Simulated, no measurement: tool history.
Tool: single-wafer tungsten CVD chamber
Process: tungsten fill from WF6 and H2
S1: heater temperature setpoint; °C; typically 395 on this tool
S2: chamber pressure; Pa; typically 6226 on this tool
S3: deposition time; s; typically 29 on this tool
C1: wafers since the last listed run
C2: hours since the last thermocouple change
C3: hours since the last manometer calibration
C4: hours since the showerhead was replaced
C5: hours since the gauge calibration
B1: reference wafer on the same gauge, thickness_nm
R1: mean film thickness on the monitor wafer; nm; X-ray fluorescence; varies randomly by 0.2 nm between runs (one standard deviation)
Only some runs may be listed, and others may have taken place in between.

| run | day | S1 | S2 | S3 | C1 | C2 | C3 | C4 | C5 | B1 | R1 |
|---|---|---|---|---|---|---|---|---|---|---|---|
| 1 | 0 | 395 | 6226 | 29 | 0 | 748.8 | 798 | 2091.3 | 11.6 | 109.465 | 92.681 |
| 2 | 5.471 | 395 | 6226 | 29 | 2257 | 880.1 | 929.3 | 2222.6 | 142.9 | 109.418 | 93 |
| 3 | 7.417 | 395 | 6226 | 29 | 802 | 926.8 | 976 | 2269.3 | 189.6 | 109.448 | 93.11 |
| 4 | 10.267 | 395 | 6226 | 29 | 1176 | 995.2 | 1044.4 | 2337.7 | 258 | 109.387 | 92.933 |
| 5 | 12.1 | 395 | 6226 | 29 | 756 | 1039.2 | 1088.4 | 2381.7 | 302 | 109.334 | 92.708 |
| 6 | 14.092 | 395 | 6226 | 29 | 821 | 1087 | 1136.2 | 2429.5 | 349.8 | 109.429 | 92.63 |
|  | 17.896 | capacitance manometer re-zeroed and calibrated |
| 7 | 20.083 | 395 | 6226 | 29 | 2335 | 1230.8 | 52.5 | 2573.3 | 493.6 | 109.408 | 93.572 |
|  | 20.846 | gauge calibrated |
|  | 22.162 | showerhead replaced |
| 8 | 23.421 | 384 | 6893 | 29 | 1239 | 1310.9 | 132.6 | 30.2 | 61.8 | 109.364 | 82.069 |
| 9 | 25.796 | 384 | 6893 | 29 | 980 | 1367.9 | 189.6 | 87.2 | 118.8 | 109.379 | 81.992 |
| 10 | 27.825 | 401 | 7146 | 32.7 | 837 | 1416.6 | 238.3 | 135.9 | 167.5 | 109.356 | 125.416 |
| 11 | 29.938 | 395 | 6226 | 29 | 871 | 1467.3 | 289 | 186.6 | 218.2 | 109.393 | 93.066 |
|  | 30.329 | thermocouple changed; heater temperature recalibrated |
| 12 | 31.433 | 395 | 5800 | 29 | 479 | 26.5 | 324.9 | 222.5 | 254.1 | 109.312 | 89.812 |
| 13 | 33.304 | 395 | 5080 | 33.6 | 772 | 71.4 | 369.8 | 267.4 | 299 | 109.384 | 96.283 |
| 14 | 34.771 | 387 | 7306 | 26.2 | 605 | 106.6 | 405 | 302.6 | 334.2 | 109.467 | 80.208 |
| 15 | 37.717 | 410 | 6226 | 31.6 | 1215 | 177.3 | 475.7 | 373.3 | 404.9 | 109.374 | 129.035 |
| 16 | 39.612 | 410 | 6226 | 31.6 | 782 | 222.8 | 521.2 | 418.8 | 450.4 | 109.392 | 128.832 |
| 17 | 42.121 | 395 | 6226 | 29 | 1035 | 283 | 581.4 | 479 | 510.6 | 109.41 | 93.382 |
|  | 42.229 | gauge calibrated |
| 18 | 44.371 | 385 | 7453 | 33.9 | 928 | 337 | 635.4 | 533 | 51.4 | 109.41 | 101.552 |
| 19 | 45.788 | 395 | 6226 | 33.3 | 584 | 371 | 669.4 | 567 | 85.4 | 109.382 | 107.115 |

The same runs without the tool's hidden state, with the same run-to-run variation:
What the log doesn't record here: wafer temperature above the value expected at the setpoint (K); true pressure above the setpoint (%); gauge reads high (%).
| run | R1 |
|---|---|
| 1 | 93.285 |
| 2 | 93.722 |
| 3 | 93.874 |
| 4 | 93.756 |
| 5 | 93.568 |
| 6 | 93.532 |
| 7 | 93.75 |
| 8 | 82.281 |
| 9 | 82.246 |
| 10 | 125.86 |
| 11 | 93.449 |
| 12 | 90.217 |
| 13 | 96.765 |
| 14 | 80.613 |
| 15 | 129.792 |
| 16 | 129.643 |
| 17 | 94.024 |
| 18 | 102.281 |
| 19 | 107.94 |
